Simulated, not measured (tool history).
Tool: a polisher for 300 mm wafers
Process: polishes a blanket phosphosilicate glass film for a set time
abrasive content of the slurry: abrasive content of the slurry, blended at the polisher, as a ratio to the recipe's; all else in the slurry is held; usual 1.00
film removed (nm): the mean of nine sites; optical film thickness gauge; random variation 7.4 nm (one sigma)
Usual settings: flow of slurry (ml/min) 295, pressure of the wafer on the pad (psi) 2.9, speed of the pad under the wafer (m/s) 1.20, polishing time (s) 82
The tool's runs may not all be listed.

run    hour  flow of slurry (ml/min)  pressure of the wafer on the pad (psi)  speed of the pad under the wafer (m/s)  abrasive content of the slurry  polishing time (s)  wafers since the last listed run  wafers polished on this pad  hours since the slurry nozzle was cleaned  hours since the head pressure was calibrated  hours since the slurry blender was calibrated  hours since the conditioning disc was replaced  incoming thickness of the incoming film, nm  film removed (nm)
  1     0.0                      295                                     2.9                                    1.20                            1.00                  82                                 0                         3530                                      337.2                                         170.9                                          354.8                                           319.9                                       3012.1              665.6
  2    89.3                      295                                     2.9                                    1.20                            1.15                  82                              1039                         4570                                      426.5                                         260.2                                          444.1                                           409.2                                       2990.5              714.6
      238.2  -- worn pad replaced by a new one
      256.6  -- slurry nozzle cleaned
      310.5  -- slurry blender recalibrated
      339.8  -- conditioning disc replaced and pad reconditioned
  3   376.0                      295                                     2.9                                    1.20                            1.00                  82                              3232                         1545                                      119.4                                         546.9                                           65.5                                            36.2                                       3027.7              684.5
  4   451.0                      295                                     2.9                                    1.20                            1.00                  82                               872                         2418                                      194.4                                         621.9                                          140.5                                           111.2                                       3016.4              678.0
  5   554.5                      295                                     2.9                                    1.20                            1.00                  82                              1204                         3622                                      297.9                                         725.4                                          244.0                                           214.7                                       3016.2              669.8
  6   633.6                      295                                     2.9                                    1.20                            1.00                  82                               920                         4543                                      377.0                                         804.5                                          323.1                                           293.8                                       3059.8              668.2
  7   675.7                      295                                     2.9                                    1.20                            1.00                  82                               489                         5033                                      419.1                                         846.6                                          365.2                                           335.9                                       3023.8              683.5
  8   718.0                      385                                     2.9                                    0.94                            1.00                  82                               492                         5525                                      461.4                                         888.9                                          407.5                                           378.2                                       2964.7              559.8
      764.0  -- worn pad replaced by a new one
  9   820.1                      335                                     2.9                                    1.20                            1.30                  82                              1141                          653                                      563.5                                         991.0                                          509.6                                           480.3                                       3015.7              788.6
      833.6  -- slurry nozzle cleaned
      858.0  -- slurry blender recalibrated
 10   914.3                      400                                     2.5                                    1.36                            1.25                  82                              1061                         1714                                       80.7                                        1085.2                                           56.3                                           574.5                                       3040.7              753.1
      923.5  -- conditioning disc replaced and pad reconditioned
 11   985.6                      295                                     2.9                                    1.20                            1.10                  82                               806                         2521                                      152.0                                        1156.5                                          127.6                                            62.1                                       2968.6              719.3
 12  1034.9                      295                                     2.9                                    1.20                            1.00                  58                               573                         3094                                      201.3                                        1205.8                                          176.9                                           111.4                                       2998.1              492.5
     1111.7  -- head pressure recalibrated
 13  1116.6                      375                                     2.9                                    0.88                            1.15                  98                               927                         4022                                      283.0                                           4.9                                          258.6                                           193.1                                       3059.0              674.0
 14  1154.0                      390                                     2.9                                    1.20                            1.25                  82                               435                         4457                                      320.4                                          42.3                                          296.0                                           230.5                                       3019.2              755.3
 15  1258.0                      295                                     3.8                                    1.20                            1.20                  82                              1210                         5668                                      424.4                                         146.3                                          400.0                                           334.5                                       2970.2              907.6
 16  1339.3                      365                                     2.9                                    1.40                            1.15                  82                               946                         6614                                      505.7                                         227.6                                          481.3                                           415.8                                       3013.0              789.4
     1380.9  -- worn pad replaced by a new one
 17  1395.7                      295                                     2.9                                    1.20                            1.00                  82                               609                          172                                      562.1                                         284.0                                          537.7                                           472.2                                       2978.6              684.0
     1418.7  -- slurry nozzle cleaned
 18  1500.0                      295                                     3.7                                    1.20                            1.00                  66                              1202                         1374                                       81.3                                         388.3                                          642.0                                           576.5                                       3022.7              689.3
     1512.2  -- slurry blender recalibrated
     1569.2  -- conditioning disc replaced and pad reconditioned
 19  1569.7                      190                                     2.9                                    1.30                            0.85                  90                               764                         2139                                      151.0                                         458.0                                           57.5                                             0.5                                       3061.7              719.6
 20  1671.2                      295                                     2.9                                    1.20                            1.00                  82                              1181                         3320                                      252.5                                         559.5                                          159.0                                           102.0                                       3040.8              663.9
 21  1744.4                      295                                     2.9                                    1.20                            1.00                  82                               851                         4172                                      325.7                                         632.7                                          232.2                                           175.2                                       3025.8              677.2
 22  1849.4                      295                                     3.3                                    1.54                            1.00                 104                              1222                         5394                                      430.7                                         737.7                                          337.2                                           280.2                                       2992.4             1146.5
     1890.2  -- worn pad replaced by a new one
     1930.7  -- slurry nozzle cleaned
     2021.2  -- slurry blender recalibrated
 23  2138.3                      375                                     2.9                                    1.20                            0.75                  82                              3280                         2852                                      207.6                                        1026.6                                          117.1                                           569.1                                       2977.1              602.9
 24  2205.0                      295                                     2.9                                    0.90                            1.00                  74                               776                         3629                                      274.3                                        1093.3                                          183.8                                           635.8                                       3011.7              483.8
     2223.3  -- conditioning disc replaced and pad reconditioned
 25  2307.9                      375                                     2.9                                    1.20                            0.75                  82                              1174                         4803                                      377.2                                        1196.2                                          286.7                                            84.6                                       3027.0              594.1

Hidden state or all else? Some run-to-run changes of film removed (nm), split into what the settings, what came in and random variation would give without the hidden state, and what is left for the hidden state (with any gauge scatter that isn't in both results):
The hidden state here: removal rate lost through wear of the pad, %; slurry flow missing at the pad, %; deviation of the head's pressure from its setpoint, %; abrasive missing from the slurry, %; time polished since the conditioner stopped cutting, s.
Run 16 -> 17: flow of slurry (ml/min) 365 -> 295, speed of the pad under the wafer (m/s) 1.40 -> 1.20, abrasive content of the slurry 1.15 -> 1.00, worn pad replaced by a new one. film removed (nm) -105.4: hidden state +45.6, all else -151.0.
Run 21 -> 22: pressure of the wafer on the pad (psi) 2.9 -> 3.3, speed of the pad under the wafer (m/s) 1.20 -> 1.54, polishing time (s) 82 -> 104. film removed (nm) +469.3: hidden state -35.1, all else +504.4.
Run 22 -> 23: flow of slurry (ml/min) 295 -> 375, pressure of the wafer on the pad (psi) 3.3 -> 2.9, speed of the pad under the wafer (m/s) 1.54 -> 1.20, abrasive content of the slurry 1.00 -> 0.75, polishing time (s) 104 -> 82, worn pad replaced by a new one, slurry nozzle cleaned, slurry blender recalibrated. film removed (nm) -543.6: hidden state +42.6, all else -586.2.

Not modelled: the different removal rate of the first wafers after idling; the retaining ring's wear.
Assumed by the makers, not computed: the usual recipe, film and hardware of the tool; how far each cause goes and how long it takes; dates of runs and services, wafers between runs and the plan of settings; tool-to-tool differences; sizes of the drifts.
